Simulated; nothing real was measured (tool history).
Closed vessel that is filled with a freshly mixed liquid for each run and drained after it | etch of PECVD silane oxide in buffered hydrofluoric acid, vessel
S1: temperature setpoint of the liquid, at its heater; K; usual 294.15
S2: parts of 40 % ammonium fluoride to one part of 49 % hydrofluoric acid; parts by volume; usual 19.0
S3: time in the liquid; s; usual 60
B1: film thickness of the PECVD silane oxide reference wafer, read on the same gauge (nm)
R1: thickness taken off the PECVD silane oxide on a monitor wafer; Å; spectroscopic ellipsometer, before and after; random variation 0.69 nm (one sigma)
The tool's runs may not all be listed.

run 1 hour=0.0 | S1=294.15 S2=19.0 S3=60 | B1=109.99 | R1=1146.6
run 2 hour=8.4 | S1=294.15 S2=19.0 S3=60 | B1=110.01 | R1=1137.3
run 3 hour=15.5 | S1=294.15 S2=19.0 S3=60 | B1=110.02 | R1=1152.0
run 4 hour=23.8 | S1=294.15 S2=19.0 S3=60 | B1=109.98 | R1=1138.5
run 5 hour=36.6 | S1=294.15 S2=19.0 S3=60 | B1=109.96 | R1=1150.9
run 6 hour=53.8 | S1=294.15 S2=19.0 S3=60 | B1=110.01 | R1=1146.9
run 7 hour=60.6 | S1=294.15 S2=19.0 S3=60 | B1=110.01 | R1=1141.0
run 8 hour=67.7 | S1=294.15 S2=19.0 S3=60 | B1=110.04 | R1=1153.2
run 9 hour=78.3 | S1=294.15 S2=19.0 S3=60 | B1=109.99 | R1=1153.2
run 10 hour=92.9 | S1=294.15 S2=19.0 S3=60 | B1=110.02 | R1=1151.1
run 11 hour=103.7 | S1=294.15 S2=19.0 S3=45 | B1=109.99 | R1=866.6
-- hour=129.0 thermometer replaced
run 12 hour=143.0 | S1=298.65 S2=26.0 S3=30 | B1=109.96 | R1=507.0
run 13 hour=152.5 | S1=294.15 S2=23.0 S3=60 | B1=110.01 | R1=850.0
run 14 hour=160.3 | S1=295.65 S2=19.0 S3=60 | B1=109.95 | R1=1044.6
-- hour=171.7 hydrofluoric acid flow meter replaced
run 15 hour=174.3 | S1=291.15 S2=14.0 S3=70 | B1=110.02 | R1=1435.6
run 16 hour=192.6 | S1=294.15 S2=25.5 S3=60 | B1=109.99 | R1=870.4
run 17 hour=205.3 | S1=294.15 S2=25.5 S3=75 | B1=110.05 | R1=1063.5
run 18 hour=217.6 | S1=298.15 S2=14.0 S3=30 | B1=110.05 | R1=903.6
run 19 hour=235.3 | S1=290.15 S2=13.5 S3=50 | B1=110.00 | R1=1001.7
-- hour=237.7 gauge calibrated
run 20 hour=243.2 | S1=294.15 S2=19.0 S3=60 | B1=109.99 | R1=1071.2
run 21 hour=252.0 | S1=294.15 S2=19.0 S3=60 | B1=110.01 | R1=1059.3
run 22 hour=268.6 | S1=291.15 S2=12.5 S3=60 | B1=110.02 | R1=1355.8
run 23 hour=275.9 | S1=294.15 S2=24.5 S3=60 | B1=109.97 | R1=900.3
run 24 hour=286.6 | S1=294.15 S2=21.5 S3=80 | B1=109.98 | R1=1286.2
run 25 hour=303.6 | S1=296.65 S2=19.0 S3=45 | B1=110.01 | R1=920.7
run 26 hour=312.3 | S1=298.65 S2=15.0 S3=90 | B1=109.99 | R1=2564.6
run 27 hour=326.7 | S1=292.15 S2=21.0 S3=60 | B1=109.96 | R1=881.9
run 28 hour=333.7 | S1=291.15 S2=17.0 S3=85 | B1=110.02 | R1=1413.6
run 29 hour=347.2 | S1=294.15 S2=25.5 S3=60 | B1=109.99 | R1=871.8
run 30 hour=361.0 | S1=290.15 S2=19.0 S3=30 | B1=110.01 | R1=425.7
run 31 hour=372.6 | S1=298.15 S2=12.5 S3=45 | B1=109.98 | R1=1496.8
run 32 hour=389.4 | S1=294.15 S2=19.0 S3=60 | B1=110.01 | R1=1056.7
run 33 hour=400.9 | S1=298.65 S2=19.0 S3=60 | B1=110.00 | R1=1357.3

What the log doesn't show, run by run:
gauge reads high (%): 0 in every run
H1: liquid hotter than its thermometer reads (K)
H2: hydrofluoric acid flow below the setpoint (%)
run=1 H1=2.93 H2=11.3
run=2 H1=2.94 H2=11.4
run=3 H1=2.95 H2=11.4
run=4 H1=2.96 H2=11.5
run=5 H1=2.97 H2=11.7
run=6 H1=2.99 H2=11.9
run=7 H1=3 H2=12
run=8 H1=3 H2=12
run=9 H1=3.02 H2=12.2
run=10 H1=3.03 H2=12.3
run=11 H1=3.05 H2=12.4
run=12 H1=0.0676 H2=12.9
run=13 H1=0.0782 H2=13
run=14 H1=0.087 H2=13.1
run=15 H1=0.103 H2=0.818
run=16 H1=0.123 H2=1.03
run=17 H1=0.137 H2=1.17
run=18 H1=0.151 H2=1.31
run=19 H1=0.171 H2=1.52
run=20 H1=0.18 H2=1.61
run=21 H1=0.189 H2=1.71
run=22 H1=0.208 H2=1.9
run=23 H1=0.216 H2=1.98
run=24 H1=0.228 H2=2.1
run=25 H1=0.247 H2=2.3
run=26 H1=0.257 H2=2.4
run=27 H1=0.273 H2=2.56
run=28 H1=0.281 H2=2.64
run=29 H1=0.296 H2=2.8
run=30 H1=0.311 H2=2.96
run=31 H1=0.324 H2=3.09
run=32 H1=0.343 H2=3.28
run=33 H1=0.356 H2=3.41

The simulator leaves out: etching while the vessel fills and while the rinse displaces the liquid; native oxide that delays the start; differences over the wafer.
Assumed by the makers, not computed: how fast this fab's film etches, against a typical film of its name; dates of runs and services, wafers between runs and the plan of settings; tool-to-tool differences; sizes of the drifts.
